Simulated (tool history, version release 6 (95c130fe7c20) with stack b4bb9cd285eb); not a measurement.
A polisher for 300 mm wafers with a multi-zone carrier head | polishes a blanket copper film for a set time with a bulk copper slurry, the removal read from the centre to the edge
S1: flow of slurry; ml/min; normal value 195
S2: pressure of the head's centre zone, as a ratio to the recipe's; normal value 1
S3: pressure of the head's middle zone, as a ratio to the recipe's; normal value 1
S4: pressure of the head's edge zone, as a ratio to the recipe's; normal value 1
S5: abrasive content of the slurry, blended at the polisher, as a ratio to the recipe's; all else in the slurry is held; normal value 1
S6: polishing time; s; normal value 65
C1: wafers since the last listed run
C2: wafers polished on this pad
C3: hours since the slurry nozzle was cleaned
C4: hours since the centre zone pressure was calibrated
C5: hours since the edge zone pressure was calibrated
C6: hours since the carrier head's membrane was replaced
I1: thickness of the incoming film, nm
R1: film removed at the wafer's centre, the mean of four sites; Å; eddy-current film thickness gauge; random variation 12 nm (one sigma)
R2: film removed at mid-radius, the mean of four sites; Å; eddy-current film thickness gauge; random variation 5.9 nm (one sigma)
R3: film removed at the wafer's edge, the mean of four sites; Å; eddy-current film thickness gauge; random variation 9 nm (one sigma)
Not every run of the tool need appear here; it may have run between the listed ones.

run 1 hour=0 | S1=195 S2=1 S3=1 S4=1 S5=0.9 S6=65 | C1=0 C2=2109 C3=76.9 C4=309.1 C5=344.7 C6=351.6 | I1=3648.3 | R1=7788 R2=7858 R3=8079
run 2 hour=35.3 | S1=150 S2=1 S3=1 S4=1 S5=1 S6=65 | C1=457 C2=2567 C3=112.2 C4=344.4 C5=380 C6=386.9 | I1=3631.5 | R1=7621 R2=7829 R3=7993
run 3 hour=105 | S1=150 S2=1 S3=1 S4=1 S5=1 S6=65 | C1=903 C2=3471 C3=181.9 C4=414.1 C5=449.7 C6=456.6 | I1=3569.3 | R1=7685 R2=7663 R3=7994
-- hour=154.2 worn pad replaced by a new one
run 4 hour=160.5 | S1=195 S2=1 S3=1 S4=1 S5=1 S6=65 | C1=667 C2=82 C3=237.4 C4=469.6 C5=505.2 C6=512.1 | I1=3622.6 | R1=7646 R2=7994 R3=8027
-- hour=194.8 carrier head's membrane replaced by a new one
run 5 hour=231.1 | S1=195 S2=1 S3=1 S4=1 S5=1 S6=65 | C1=850 C2=932 C3=308 C4=540.2 C5=575.8 C6=36.3 | I1=3598.3 | R1=7804 R2=7841 R3=7929
-- hour=241.3 slurry nozzle cleaned
-- hour=268.2 centre zone pressure recalibrated
run 6 hour=295.1 | S1=195 S2=1 S3=1 S4=1 S5=1 S6=65 | C1=791 C2=1724 C3=53.8 C4=26.9 C5=639.8 C6=100.3 | I1=3617.5 | R1=8006 R2=8148 R3=8253
-- hour=318.7 edge zone pressure recalibrated
run 7 hour=331.1 | S1=195 S2=1 S3=1 S4=0.93 S5=1 S6=65 | C1=440 C2=2165 C3=89.8 C4=62.9 C5=12.4 C6=136.3 | I1=3624.3 | R1=7932 R2=8254 R3=7690
run 8 hour=394.7 | S1=225 S2=1.1 S3=1 S4=0.91 S5=0.8 S6=65 | C1=824 C2=2989 C3=153.4 C4=126.5 C5=76 C6=199.9 | I1=3594.3 | R1=8271 R2=7684 R3=7394
run 9 hour=456.3 | S1=195 S2=1.06 S3=1.05 S4=1.08 S5=1 S6=43 | C1=798 C2=3788 C3=215 C4=188.1 C5=137.6 C6=261.5 | I1=3660.2 | R1=5309 R2=5481 R3=5460
run 10 hour=513 | S1=195 S2=1 S3=1 S4=1 S5=1 S6=65 | C1=735 C2=4524 C3=271.7 C4=244.8 C5=194.3 C6=318.2 | I1=3620.8 | R1=7872 R2=7964 R3=7985
-- hour=531 worn pad replaced by a new one
run 11 hour=546.6 | S1=260 S2=1.11 S3=1 S4=0.91 S5=1 S6=87 | C1=383 C2=202 C3=305.3 C4=278.4 C5=227.9 C6=351.8 | I1=3582.6 | R1=12095 R2=11025 R3=10716
-- hour=576.8 slurry nozzle cleaned
run 12 hour=602.1 | S1=195 S2=1 S3=1 S4=1 S5=1 S6=65 | C1=706 C2=909 C3=25.3 C4=333.9 C5=283.4 C6=407.3 | I1=3645.9 | R1=8196 R2=8302 R3=8269
run 13 hour=656 | S1=195 S2=1 S3=1 S4=1 S5=1 S6=65 | C1=699 C2=1608 C3=79.2 C4=387.8 C5=337.3 C6=461.2 | I1=3637.3 | R1=7801 R2=8219 R3=8299
run 14 hour=690.6 | S1=165 S2=0.96 S3=1 S4=1 S5=1.15 S6=65 | C1=448 C2=2057 C3=113.8 C4=422.4 C5=371.9 C6=495.8 | I1=3681.1 | R1=7859 R2=8289 R3=8291
-- hour=754 carrier head's membrane replaced by a new one
run 15 hour=754.5 | S1=195 S2=1 S3=1 S4=1 S5=0.9 S6=77 | C1=763 C2=2820 C3=177.7 C4=486.3 C5=435.8 C6=0.5 | I1=3678.9 | R1=8958 R2=9323 R3=9420
run 16 hour=815.5 | S1=150 S2=1 S3=1 S4=1 S5=1 S6=65 | C1=791 C2=3612 C3=238.7 C4=547.3 C5=496.8 C6=61.5 | I1=3600.1 | R1=7482 R2=7816 R3=7964
-- hour=835.5 worn pad replaced by a new one
run 17 hour=878.1 | S1=195 S2=1 S3=1 S4=1 S5=1 S6=65 | C1=759 C2=552 C3=301.3 C4=609.9 C5=559.4 C6=124.1 | I1=3639.6 | R1=7769 R2=8003 R3=8008
-- hour=881.7 slurry nozzle cleaned
-- hour=883.5 edge zone pressure recalibrated
run 18 hour=905.5 | S1=195 S2=0.96 S3=1 S4=1 S5=0.9 S6=65 | C1=319 C2=872 C3=23.8 C4=637.3 C5=22 C6=151.5 | I1=3634.3 | R1=7547 R2=8168 R3=8020
-- hour=914.3 centre zone pressure recalibrated
run 19 hour=935.6 | S1=240 S2=0.9 S3=1.12 S4=1 S5=1 S6=52 | C1=364 C2=1236 C3=53.9 C4=21.3 C5=52.1 C6=181.6 | I1=3664.6 | R1=6026 R2=7332 R3=6585
run 20 hour=960 | S1=230 S2=1 S3=1.1 S4=1 S5=1 S6=84 | C1=316 C2=1553 C3=78.3 C4=45.7 C5=76.5 C6=206 | I1=3598 | R1=10663 R2=11705 R3=10839
run 21 hour=1025.1 | S1=250 S2=1.08 S3=0.93 S4=1 S5=1.25 S6=65 | C1=844 C2=2397 C3=143.4 C4=110.8 C5=141.6 C6=271.1 | I1=3706.7 | R1=9361 R2=8406 R3=8833
run 22 hour=1096.5 | S1=195 S2=1 S3=1.06 S4=1.08 S5=1.25 S6=65 | C1=925 C2=3323 C3=214.8 C4=182.2 C5=213 C6=342.5 | I1=3665 | R1=8207 R2=8948 R3=8914

Forecast each of these 3 alternatives for the next run:
run A hour=1096.9 | S1=195 S2=1 S3=1 S4=1 S5=1 S6=65 | C1=5 C2=3328 C3=215.2 C4=182.6 C5=213.4 C6=342.9 | I1=3634.4 | R1=? R2=? R3=?
run B hour=1096.9 | S1=195 S2=1 S3=1.1 S4=1 S5=1.2 S6=65 | C1=5 C2=3328 C3=215.2 C4=182.6 C5=213.4 C6=342.9 | I1=3634.4 | R1=? R2=? R3=?
run C hour=1096.9 | S1=195 S2=1.06 S3=1 S4=1 S5=1 S6=65 | C1=5 C2=3328 C3=215.2 C4=182.6 C5=213.4 C6=342.9 | I1=3634.4 | R1=? R2=? R3=?

run=A R1=7716 R2=7986 R3=8050
run=B R1=8075 R2=9010 R3=8410
run=C R1=8182 R2=7984 R3=8050
Without the tool's unlogged condition, the same runs would have read:
run=A R1=8066 R2=8309 R3=8286
run=B R1=8442 R2=9374 R3=8656
run=C R1=8553 R2=8306 R3=8286
